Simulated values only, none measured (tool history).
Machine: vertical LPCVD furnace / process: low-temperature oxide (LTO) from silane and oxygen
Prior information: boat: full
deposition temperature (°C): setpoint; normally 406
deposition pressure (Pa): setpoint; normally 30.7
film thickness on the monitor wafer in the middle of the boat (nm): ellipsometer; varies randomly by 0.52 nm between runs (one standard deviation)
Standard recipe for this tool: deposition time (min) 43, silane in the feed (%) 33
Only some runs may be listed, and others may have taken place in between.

run   hour  deposition temperature (°C)  deposition pressure (Pa)  deposition time (min)  silane in the feed (%)  read-back reference wafer on the same gauge, thickness  film thickness on the monitor wafer in the middle of the boat (nm)
  1      0                          406                      30.7                     35                      33                                                  408.94                                                              270.47
  2   13.1                          406                      30.7                     35                      33                                                  409.16                                                              270.75
  3   29.5                          406                      30.7                     35                      33                                                  409.13                                                              270.34
  4   46.9                          399                      30.7                     43                      33                                                  408.93                                                              306.74
      49.2  -- gauge calibrated
  5   54.4                          399                      30.7                     43                      33                                                  409.02                                                              307.23
  6     65                          399                      30.7                     43                      33                                                  408.86                                                              306.53
  7   81.9                          406                      30.7                     43                      33                                                  408.86                                                              333.07
     116.1  -- silane flow controller replaced
     124.8  -- thermocouples replaced and temperature profile calibrated
  8  125.3                          406                      30.7                     43                      33                                                  409.05                                                              331.02
  9    129                          406                      30.7                   50.5                      33                                                  409.15                                                              389.83
 10  132.7                          406                      30.7                   50.5                      33                                                  408.96                                                              388.59
 11  137.8                          406                      30.7                   50.5                      33                                                  409.13                                                              388.99
 12  146.1                          412                      30.7                     43                      36                                                  409.02                                                              397.08
 13  156.4                          412                      30.7                     43                      36                                                  409.05                                                              397.55
 14  162.9                          406                        26                     43                      31                                                  409.09                                                              255.49
 15  173.9                          406                      30.7                     26                      33                                                  409.13                                                              199.58
 16  190.4                          406                      35.3                     43                      31                                                  408.94                                                              352.01
 17  196.9                          406                      30.7                     43                      33                                                  408.95                                                              331.29
 18  204.4                          412                      30.7                     28                      33                                                  408.88                                                              230.48
 19  222.3                          411                      30.7                     43                      33                                                  408.92                                                              349.25
 20  237.5                          399                      30.7                     43                      33                                                   409.2                                                              305.03
 21  244.2                          406                      27.3                     43                      31                                                  409.18                                                              269.02
     280.1  -- gauge calibrated
     288.5  -- pressure gauge zeroed
 22    289                          406                      30.7                     43                      33                                                  409.08                                                              343.77
 23    297                          406                      30.7                   50.5                      33                                                  409.07                                                              403.77
 24  340.3                          406                      34.7                     43                      33                                                  409.22                                                              388.33
 25  352.5                          406                      34.7                     43                      29                                                  408.89                                                              323.33
 26  361.6                          400                      30.7                     32                      33                                                  409.14                                                              239.16

What if the next run were any one of these 3? Each begins from the tool's condition after run 26:
  A  365.4                          406                      30.7                     33                      33                                                       ?                                                                   ?
  B  365.4                          412                      30.7                     43                      33                                                       ?                                                                   ?
  C  365.4                          406                      30.7                   37.5                      33                                                       ?                                                                   ?

run  read-back reference wafer on the same gauge, thickness  film thickness on the monitor wafer in the middle of the boat (nm)
  A                                                   408.9                                                              263.19
  B                                                   408.9                                                              366.88
  C                                                   408.9                                                              299.08
The same runs, with their run-to-run variation unchanged, on a tool lacking any hidden condition would have given:
run  film thickness on the monitor wafer in the middle of the boat (nm)
  A                                                              263.26
  B                                                              366.97
  C                                                              299.15

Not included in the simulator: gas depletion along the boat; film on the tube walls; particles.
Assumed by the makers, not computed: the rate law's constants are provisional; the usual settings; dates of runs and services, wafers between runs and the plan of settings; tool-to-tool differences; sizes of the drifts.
